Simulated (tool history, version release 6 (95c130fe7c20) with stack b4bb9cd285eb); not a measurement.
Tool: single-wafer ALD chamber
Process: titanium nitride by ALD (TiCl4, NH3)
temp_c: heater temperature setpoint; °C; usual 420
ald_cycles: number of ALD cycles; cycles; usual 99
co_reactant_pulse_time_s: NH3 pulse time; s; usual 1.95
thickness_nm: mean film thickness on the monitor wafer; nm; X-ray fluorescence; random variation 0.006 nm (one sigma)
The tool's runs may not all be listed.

run   hour  temp_c  ald_cycles  co_reactant_pulse_time_s  wafers since the last listed run  hours since the last thermocouple change  hours since the showerhead was replaced  hours since the gauge calibration  read-back reference wafer on the same gauge, thickness_nm  thickness_nm
  1    0.0     426          99                      1.78                                 0                                    2179.7                                   7203.9                              391.2                                                      1.942         2.347
      12.6  -- gauge calibrated
  2   49.5     420          99                      1.95                                75                                    2229.2                                   7253.4                               36.9                                                      1.964         2.364
  3  157.1     420          99                      1.95                               164                                    2336.8                                   7361.0                              144.5                                                      1.949         2.356
  4  198.7     420          99                      1.95                                63                                    2378.4                                   7402.6                              186.1                                                      1.946         2.349
  5  232.3     420          99                      1.95                                51                                    2412.0                                   7436.2                              219.7                                                      1.944         2.338
  6  296.6     420          99                      1.95                                98                                    2476.3                                   7500.5                              284.0                                                      1.941         2.347
  7  353.2     420          90                      2.52                                86                                    2532.9                                   7557.1                              340.6                                                      1.939         2.142
     366.4  -- thermocouple changed; heater temperature recalibrated
     378.0  -- showerhead replaced
  8  385.7     426         112                      1.66                                25                                      19.3                                      7.7                              373.1                                                      1.938         2.641
  9  443.7     420          99                      1.95                                88                                      77.3                                     65.7                              431.1                                                      1.937         2.337
     454.5  -- gauge calibrated
 10  505.6     426         112                      1.66                                94                                     139.2                                    127.6                               51.1                                                      1.966         2.673
 11  561.8     434          82                      2.19                                85                                     195.4                                    183.8                              107.3                                                      1.958         1.968
 12  613.5     408         105                      1.95                                78                                     247.1                                    235.5                              159.0                                                      1.952         2.484
 13  650.7     410          99                      1.95                                56                                     284.3                                    272.7                              196.2                                                      1.950         2.342
 14  713.0     420          88                      1.95                                95                                     346.6                                    335.0                              258.5                                                      1.946         2.085
 15  784.7     407          99                      1.95                               109                                     418.3                                    406.7                              330.2                                                      1.945         2.338

What the log doesn't show, run by run:
wafer temperature above the value expected at the setpoint (K): 0 in every run
H1: gauge reads high (%)
run      H1
  1   -1.86
  2  -0.799
  3   -1.55
  4   -1.73
  5   -1.83
  6   -1.98
  7   -2.07
  8   -2.11
  9   -2.16
 10  -0.692
 11   -1.11
 12   -1.38
 13   -1.52
 14   -1.69
 15   -1.82

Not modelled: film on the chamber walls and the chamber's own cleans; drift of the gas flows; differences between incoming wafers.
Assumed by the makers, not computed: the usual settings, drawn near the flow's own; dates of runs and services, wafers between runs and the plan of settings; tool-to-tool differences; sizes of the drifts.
